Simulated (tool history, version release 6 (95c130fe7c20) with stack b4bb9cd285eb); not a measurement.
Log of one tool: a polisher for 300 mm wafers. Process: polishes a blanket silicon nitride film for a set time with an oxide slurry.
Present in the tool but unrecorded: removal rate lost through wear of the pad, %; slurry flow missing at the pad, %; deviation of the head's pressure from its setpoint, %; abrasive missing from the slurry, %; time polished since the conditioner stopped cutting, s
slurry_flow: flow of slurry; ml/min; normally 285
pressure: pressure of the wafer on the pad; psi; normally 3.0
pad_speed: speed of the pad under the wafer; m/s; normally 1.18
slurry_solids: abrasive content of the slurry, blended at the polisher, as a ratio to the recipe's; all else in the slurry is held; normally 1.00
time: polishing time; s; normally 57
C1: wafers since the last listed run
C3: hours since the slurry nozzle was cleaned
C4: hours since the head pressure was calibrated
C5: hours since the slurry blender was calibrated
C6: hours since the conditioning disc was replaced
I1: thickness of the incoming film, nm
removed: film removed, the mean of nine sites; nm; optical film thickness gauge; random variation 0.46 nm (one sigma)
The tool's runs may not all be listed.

Run 1, hour 0.0: usual settings but slurry_flow 205 ml/min; C1 0; wafers polished on this pad 1447; C3 355.5; C4 57.1; C5 11.6; C6 159.0; I1 398.3. Result: removed 32.6 nm.
At hour 18.6: worn pad replaced by a new one.
At hour 21.0: conditioning disc replaced and pad reconditioned.
Run 2, hour 21.5: usual settings but time 46 s; C1 138; wafers polished on this pad 7; C3 377.0; C4 78.6; C5 33.1; C6 0.5; I1 391.9. Result: removed 27.3 nm.
Run 3, hour 99.3: usual settings but time 46 s; C1 694; wafers polished on this pad 702; C3 454.8; C4 156.4; C5 110.9; C6 78.3; I1 398.7. Result: removed 27.6 nm.
Run 4, hour 126.4: usual settings but time 46 s; C1 241; wafers polished on this pad 943; C3 481.9; C4 183.5; C5 138.0; C6 105.4; I1 402.8. Result: removed 28.1 nm.
Run 5, hour 143.0: usual settings but time 70 s; C1 148; wafers polished on this pad 1091; C3 498.5; C4 200.1; C5 154.6; C6 122.0; I1 405.7. Result: removed 43.6 nm.
At hour 153.0: slurry nozzle cleaned.
Run 6, hour 165.6: usual settings but time 71 s; C1 192; wafers polished on this pad 1284; C3 12.6; C4 222.7; C5 177.2; C6 144.6; I1 397.1. Result: removed 45.0 nm.
At hour 203.0: worn pad replaced by a new one.
Run 7, hour 203.5: usual settings but time 71 s; C1 302; wafers polished on this pad 4; C3 50.5; C4 260.6; C5 215.1; C6 182.5; I1 398.1. Result: removed 44.9 nm.
At hour 209.3: head pressure recalibrated.
At hour 210.5: conditioning disc replaced and pad reconditioned.
Run 8, hour 213.8: usual settings but time 71 s; C1 63; wafers polished on this pad 67; C3 60.8; C4 4.5; C5 225.4; C6 3.3; I1 403.0. Result: removed 41.4 nm.
At hour 273.3: slurry blender recalibrated.
Run 9, hour 315.1: usual settings but time 61 s; C1 885; wafers polished on this pad 953; C3 162.1; C4 105.8; C5 41.8; C6 104.6; I1 400.9. Result: removed 37.4 nm.
At hour 349.5: worn pad replaced by a new one.
Run 10, hour 350.0: usual settings but time 61 s; C1 275; wafers polished on this pad 4; C3 197.0; C4 140.7; C5 76.7; C6 139.5; I1 398.5. Result: removed 36.8 nm.
At hour 365.0: conditioning disc replaced and pad reconditioned.
Run 11, hour 372.2: usual settings; C1 180; wafers polished on this pad 184; C3 219.2; C4 162.9; C5 98.9; C6 7.2; I1 402.3. Result: removed 34.9 nm.
Run 12, hour 401.0: usual settings; C1 256; wafers polished on this pad 441; C3 248.0; C4 191.7; C5 127.7; C6 36.0; I1 398.9. Result: removed 35.9 nm.
Run 13, hour 426.1: usual settings; C1 223; wafers polished on this pad 665; C3 273.1; C4 216.8; C5 152.8; C6 61.1; I1 405.3. Result: removed 36.1 nm.
Run 14, hour 507.3: usual settings but time 61 s; C1 724; wafers polished on this pad 1389; C3 354.3; C4 298.0; C5 234.0; C6 142.3; I1 403.2. Result: removed 39.3 nm.
At hour 520.4: worn pad replaced by a new one.
At hour 527.5: head pressure recalibrated.
At hour 541.0: conditioning disc replaced and pad reconditioned.
Run 15, hour 542.0: usual settings but slurry_flow 355 ml/min, pressure 2.7 psi; C1 238; wafers polished on this pad 156; C3 389.0; C4 14.5; C5 268.7; C6 1.0; I1 400.9. Result: removed 31.7 nm.
Run 16, hour 555.3: usual settings but slurry_flow 210 ml/min, pressure 2.5 psi, slurry_solids 1.10, time 76 s; C1 118; wafers polished on this pad 275; C3 402.3; C4 27.8; C5 282.0; C6 14.3; I1 404.1. Result: removed 38.3 nm.
At hour 569.4: slurry nozzle cleaned.
Run 17, hour 573.4: usual settings but slurry_flow 245 ml/min, pressure 3.4 psi, slurry_solids 0.75; C1 152; wafers polished on this pad 427; C3 4.0; C4 45.9; C5 300.1; C6 32.4; I1 396.8. Result: removed 31.8 nm.
Run 18, hour 595.1: usual settings but pad_speed 0.98 m/s; C1 193; wafers polished on this pad 621; C3 25.7; C4 67.6; C5 321.8; C6 54.1; I1 401.6. Result: removed 29.3 nm.

Expected results for the next run?
At hour 605.3: slurry blender recalibrated.
Run 19, hour 620.8: usual settings but slurry_flow 195 ml/min, pressure 3.7 psi, pad_speed 1.58 m/s; C1 211; wafers polished on this pad 832; C3 51.4; C4 93.3; C5 15.5; C6 79.8; I1 400.9. Result: removed ?.

{"run 19": {"removed": 48.2}}
On a tool with no hidden condition, and with the same random variation, this run would have come out at removed 47.7 nm.
